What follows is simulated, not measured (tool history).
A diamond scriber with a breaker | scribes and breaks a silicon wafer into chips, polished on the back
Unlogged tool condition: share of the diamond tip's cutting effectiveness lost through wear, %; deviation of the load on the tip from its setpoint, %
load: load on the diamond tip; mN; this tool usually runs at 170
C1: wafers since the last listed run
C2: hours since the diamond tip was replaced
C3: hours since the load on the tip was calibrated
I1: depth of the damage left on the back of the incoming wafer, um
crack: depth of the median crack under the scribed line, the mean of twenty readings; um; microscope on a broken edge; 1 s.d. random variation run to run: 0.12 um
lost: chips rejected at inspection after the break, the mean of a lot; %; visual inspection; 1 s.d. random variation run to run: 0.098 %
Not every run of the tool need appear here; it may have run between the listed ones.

run 1 hour=0 | load=170 | C1=0 C2=994.7 C3=1558.4 | I1=0.03 | crack=11.31 lost=1.41
run 2 hour=15.7 | load=170 | C1=35 C2=1010.4 C3=1574.1 | I1=0.01 | crack=11.39 lost=1.48
run 3 hour=22 | load=170 | C1=14 C2=1016.7 C3=1580.4 | I1=0.02 | crack=11.21 lost=1.32
run 4 hour=32.2 | load=170 | C1=23 C2=1026.9 C3=1590.6 | I1=0.04 | crack=11.34 lost=1.37
run 5 hour=56 | load=170 | C1=53 C2=1050.7 C3=1614.4 | I1=0.01 | crack=11.32 lost=1.37
run 6 hour=64.2 | load=170 | C1=18 C2=1058.9 C3=1622.6 | I1=0.01 | crack=11.6 lost=1.56
run 7 hour=79.3 | load=190 | C1=34 C2=1074 C3=1637.7 | I1=0.02 | crack=11.86 lost=1.79
-- hour=115.7 diamond tip replaced by a new one
-- hour=133.2 load on the tip recalibrated
run 8 hour=133.7 | load=186 | C1=113 C2=18 C3=0.5 | I1=0.05 | crack=11.91 lost=1.87
run 9 hour=141.6 | load=186 | C1=17 C2=25.9 C3=8.4 | I1=0.03 | crack=11.93 lost=1.58
run 10 hour=147.9 | load=170 | C1=14 C2=32.2 C3=14.7 | I1=0.02 | crack=11.34 lost=1.46
run 11 hour=162.3 | load=170 | C1=32 C2=46.6 C3=29.1 | I1=0.03 | crack=11.54 lost=1.57
run 12 hour=179 | load=213 | C1=37 C2=63.3 C3=45.8 | I1=0.05 | crack=12.68 lost=2.85
run 13 hour=185 | load=170 | C1=13 C2=69.3 C3=51.8 | I1=0.03 | crack=11.28 lost=1.35
run 14 hour=201.5 | load=170 | C1=37 C2=85.8 C3=68.3 | I1=0.05 | crack=11.17 lost=1.5
run 15 hour=211.5 | load=135 | C1=22 C2=95.8 C3=78.3 | I1=0.01 | crack=10.4 lost=2.74
run 16 hour=217.8 | load=170 | C1=14 C2=102.1 C3=84.6 | I1=0.03 | crack=11.34 lost=1.44
run 17 hour=234.3 | load=206 | C1=37 C2=118.6 C3=101.1 | I1=0.05 | crack=12.53 lost=2.71
run 18 hour=251.8 | load=218 | C1=39 C2=136.1 C3=118.6 | I1=0.05 | crack=12.7 lost=3.5
run 19 hour=264.4 | load=124 | C1=28 C2=148.7 C3=131.2 | I1=0.02 | crack=10.04 lost=4.15
run 20 hour=282.3 | load=154 | C1=40 C2=166.6 C3=149.1 | I1=0.03 | crack=10.83 lost=1.59
run 21 hour=297 | load=141 | C1=33 C2=181.3 C3=163.8 | I1=0.01 | crack=10.63 lost=2.2
run 22 hour=313.5 | load=125 | C1=37 C2=197.8 C3=180.3 | I1=0.03 | crack=10.23 lost=3.99

Below are 5 alternative next runs, each starting from the tool's condition after run 22. Predict each:
run A hour=314.2 | load=170 | C1=1 C2=198.5 C3=181 | I1=0.04 | crack=? lost=?
run B hour=314.2 | load=132 | C1=1 C2=198.5 C3=181 | I1=0.04 | crack=? lost=?
run C hour=314.2 | load=156 | C1=1 C2=198.5 C3=181 | I1=0.04 | crack=? lost=?
run D hour=314.2 | load=192 | C1=1 C2=198.5 C3=181 | I1=0.04 | crack=? lost=?
run E hour=314.2 | load=133 | C1=1 C2=198.5 C3=181 | I1=0.04 | crack=? lost=?

run=A crack=11.54 lost=1.35
run=B crack=10.39 lost=3.13
run=C crack=11.13 lost=1.57
run=D crack=12.18 lost=1.82
run=E crack=10.42 lost=3.03
What these runs would have given with no unlogged condition in the tool:
run=A crack=11.54 lost=1.35
run=B crack=10.39 lost=3.13
run=C crack=11.13 lost=1.57
run=D crack=12.18 lost=1.82
run=E crack=10.42 lost=3.03
